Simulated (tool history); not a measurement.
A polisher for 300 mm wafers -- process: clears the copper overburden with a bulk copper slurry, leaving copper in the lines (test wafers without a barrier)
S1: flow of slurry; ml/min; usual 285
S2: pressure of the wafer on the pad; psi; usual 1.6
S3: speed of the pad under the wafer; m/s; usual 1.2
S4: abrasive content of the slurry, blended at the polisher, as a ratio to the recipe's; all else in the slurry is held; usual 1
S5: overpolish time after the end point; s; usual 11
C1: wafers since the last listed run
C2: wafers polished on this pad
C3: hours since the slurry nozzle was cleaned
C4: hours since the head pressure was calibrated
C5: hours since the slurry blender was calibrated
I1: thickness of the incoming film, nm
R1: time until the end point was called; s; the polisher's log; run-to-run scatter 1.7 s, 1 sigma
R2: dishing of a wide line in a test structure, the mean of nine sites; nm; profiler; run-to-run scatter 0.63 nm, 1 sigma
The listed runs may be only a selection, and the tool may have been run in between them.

run 1 hour=0 | S1=285 S2=1.2 S3=1.5 S4=1 S5=11 | C1=0 C2=1383 C3=253.7 C4=156.5 C5=326.7 | I1=735.6 | R1=167 R2=34.4
run 2 hour=90.5 | S1=285 S2=1.6 S3=1.2 S4=1 S5=11 | C1=800 C2=2184 C3=344.2 C4=247 C5=417.2 | I1=732.3 | R1=158.2 R2=36.1
run 3 hour=164.8 | S1=285 S2=1.6 S3=1.2 S4=1 S5=11 | C1=656 C2=2840 C3=418.5 C4=321.3 C5=491.5 | I1=724.1 | R1=161 R2=36.8
run 4 hour=239.5 | S1=285 S2=1.6 S3=1.2 S4=1 S5=11 | C1=660 C2=3501 C3=493.2 C4=396 C5=566.2 | I1=737.8 | R1=162.7 R2=36.7
-- hour=250.5 slurry blender recalibrated
-- hour=273 slurry nozzle cleaned
run 5 hour=284.2 | S1=285 S2=1.6 S3=1.2 S4=1 S5=11 | C1=368 C2=3870 C3=11.2 C4=440.7 C5=33.7 | I1=732.9 | R1=165.7 R2=34.9
run 6 hour=328.7 | S1=285 S2=1.6 S3=1.2 S4=1 S5=11 | C1=393 C2=4263 C3=55.7 C4=485.2 C5=78.2 | I1=726.5 | R1=168 R2=35.1
-- hour=391.4 worn pad replaced by a new one
run 7 hour=397.2 | S1=285 S2=1.6 S3=1.2 S4=1 S5=11 | C1=570 C2=51 C3=124.2 C4=553.7 C5=146.7 | I1=750 | R1=158.6 R2=37.8
-- hour=419.9 head pressure recalibrated
run 8 hour=471.5 | S1=285 S2=1.6 S3=1.2 S4=1 S5=11 | C1=639 C2=690 C3=198.5 C4=51.6 C5=221 | I1=748.3 | R1=158.3 R2=36.5
run 9 hour=564.7 | S1=285 S2=1.6 S3=1.2 S4=1 S5=11 | C1=823 C2=1514 C3=291.7 C4=144.8 C5=314.2 | I1=733.3 | R1=157.7 R2=37
run 10 hour=635 | S1=220 S2=1.6 S3=0.96 S4=1 S5=11 | C1=621 C2=2136 C3=362 C4=215.1 C5=384.5 | I1=751.7 | R1=211.7 R2=30.8
run 11 hour=716.4 | S1=220 S2=1.6 S3=0.96 S4=1 S5=11 | C1=719 C2=2855 C3=443.4 C4=296.5 C5=465.9 | I1=733.2 | R1=205.1 R2=30.1
-- hour=776.1 slurry blender recalibrated
run 12 hour=785.2 | S1=285 S2=1.6 S3=1.02 S4=0.9 S5=11 | C1=590 C2=3446 C3=512.2 C4=365.3 C5=9.1 | I1=736.8 | R1=201.7 R2=30.3
run 13 hour=853.8 | S1=285 S2=2.1 S3=1.2 S4=1 S5=14 | C1=606 C2=4052 C3=580.8 C4=433.9 C5=77.7 | I1=746.4 | R1=131.4 R2=53.6
run 14 hour=920.3 | S1=285 S2=1.6 S3=1.2 S4=1 S5=11 | C1=587 C2=4640 C3=647.3 C4=500.4 C5=144.2 | I1=737.5 | R1=171.4 R2=35.1
-- hour=932.1 slurry nozzle cleaned
run 15 hour=991.1 | S1=285 S2=1.6 S3=1.2 S4=1 S5=11 | C1=617 C2=5257 C3=59 C4=571.2 C5=215 | I1=747.5 | R1=179.9 R2=33.6
-- hour=998.7 worn pad replaced by a new one
-- hour=1086.4 head pressure recalibrated
run 16 hour=1177.9 | S1=285 S2=1.6 S3=1.2 S4=1.25 S5=11 | C1=1598 C2=1566 C3=245.8 C4=91.5 C5=401.8 | I1=737.5 | R1=147.3 R2=38.6
run 17 hour=1216.7 | S1=285 S2=1.6 S3=1.2 S4=1 S5=11 | C1=343 C2=1909 C3=284.6 C4=130.3 C5=440.6 | I1=733.9 | R1=157.2 R2=37.3
run 18 hour=1265.6 | S1=235 S2=1.6 S3=1.2 S4=1 S5=8 | C1=432 C2=2342 C3=333.5 C4=179.2 C5=489.5 | I1=752 | R1=163.9 R2=28.2
-- hour=1335.7 slurry blender recalibrated
run 19 hour=1363.9 | S1=285 S2=1.6 S3=1.34 S4=1 S5=11 | C1=851 C2=3193 C3=431.8 C4=277.5 C5=28.2 | I1=735.1 | R1=146.4 R2=40.2
run 20 hour=1419.7 | S1=330 S2=1.2 S3=1.5 S4=1 S5=14 | C1=493 C2=3686 C3=487.6 C4=333.3 C5=84 | I1=733.3 | R1=170.3 R2=39.8
-- hour=1439.5 slurry nozzle cleaned
run 21 hour=1496.5 | S1=285 S2=1.6 S3=1.2 S4=1 S5=14 | C1=670 C2=4357 C3=57 C4=410.1 C5=160.8 | I1=732.6 | R1=171.8 R2=42.2
-- hour=1544.4 worn pad replaced by a new one
run 22 hour=1598 | S1=230 S2=1.6 S3=1.2 S4=1 S5=17 | C1=861 C2=474 C3=158.5 C4=511.6 C5=262.3 | I1=739.5 | R1=159.9 R2=53.5
run 23 hour=1638.2 | S1=285 S2=1.2 S3=1.2 S4=1.2 S5=11 | C1=355 C2=829 C3=198.7 C4=551.8 C5=302.5 | I1=744.1 | R1=194.5 R2=30.6
run 24 hour=1722.5 | S1=285 S2=1.9 S3=1.2 S4=0.9 S5=8 | C1=745 C2=1574 C3=283 C4=636.1 C5=386.8 | I1=738.5 | R1=134.5 R2=32.3
-- hour=1731.2 head pressure recalibrated
run 25 hour=1820.4 | S1=320 S2=1.6 S3=1.02 S4=1 S5=11 | C1=847 C2=2422 C3=380.9 C4=89.2 C5=484.7 | I1=729.8 | R1=184.8 R2=32.3
-- hour=1903.9 slurry blender recalibrated
-- hour=1944.7 slurry nozzle cleaned
run 26 hour=1985.1 | S1=285 S2=1.6 S3=1.2 S4=1 S5=11 | C1=1429 C2=3852 C3=40.4 C4=253.9 C5=81.2 | I1=735.3 | R1=164.2 R2=36.8
run 27 hour=2077.5 | S1=285 S2=1.6 S3=1.2 S4=1 S5=11 | C1=816 C2=4669 C3=132.8 C4=346.3 C5=173.6 | I1=736.7 | R1=171.6 R2=33.5
-- hour=2081.7 worn pad replaced by a new one
run 28 hour=2240.5 | S1=245 S2=1.6 S3=1.52 S4=1.25 S5=11 | C1=1405 C2=1403 C3=295.8 C4=509.3 C5=336.6 | I1=741.2 | R1=114.7 R2=47
run 29 hour=2282.5 | S1=285 S2=1.6 S3=0.92 S4=1 S5=11 | C1=371 C2=1775 C3=337.8 C4=551.3 C5=378.6 | I1=736.6 | R1=206.2 R2=30.7

Results for each run, recomputed without the tool's hidden state and with each run's random variation untouched:
Unlogged tool condition in this case: removal rate lost through wear of the pad, %; slurry flow missing at the pad, %; deviation of the head's pressure from its setpoint, %; abrasive missing from the slurry, %.
run=1 R1=162.6 R2=35.1
run=2 R1=151.9 R2=37.3
run=3 R1=152.3 R2=38.6
run=4 R1=150.8 R2=39
run=5 R1=151.3 R2=37.6
run=6 R1=151 R2=38.3
run=7 R1=156.3 R2=38.2
run=8 R1=155.7 R2=37
run=9 R1=153.8 R2=37.7
run=10 R1=204.3 R2=31.7
run=11 R1=194.6 R2=31.5
run=12 R1=187.8 R2=32.1
run=13 R1=119.6 R2=57.4
run=14 R1=152.1 R2=38.6
run=15 R1=154.6 R2=38
run=16 R1=143.7 R2=39.3
run=17 R1=152.6 R2=38.2
run=18 R1=157.7 R2=29.2
run=19 R1=137.7 R2=42.2
run=20 R1=157.5 R2=42.2
run=21 R1=154.6 R2=45.7
run=22 R1=158.3 R2=53.9
run=23 R1=192.2 R2=30.9
run=24 R1=131.8 R2=32.8
run=25 R1=178.2 R2=33.3
run=26 R1=151.5 R2=39.3
run=27 R1=152.9 R2=36.8
run=28 R1=112.6 R2=47.7
run=29 R1=201.2 R2=31.3

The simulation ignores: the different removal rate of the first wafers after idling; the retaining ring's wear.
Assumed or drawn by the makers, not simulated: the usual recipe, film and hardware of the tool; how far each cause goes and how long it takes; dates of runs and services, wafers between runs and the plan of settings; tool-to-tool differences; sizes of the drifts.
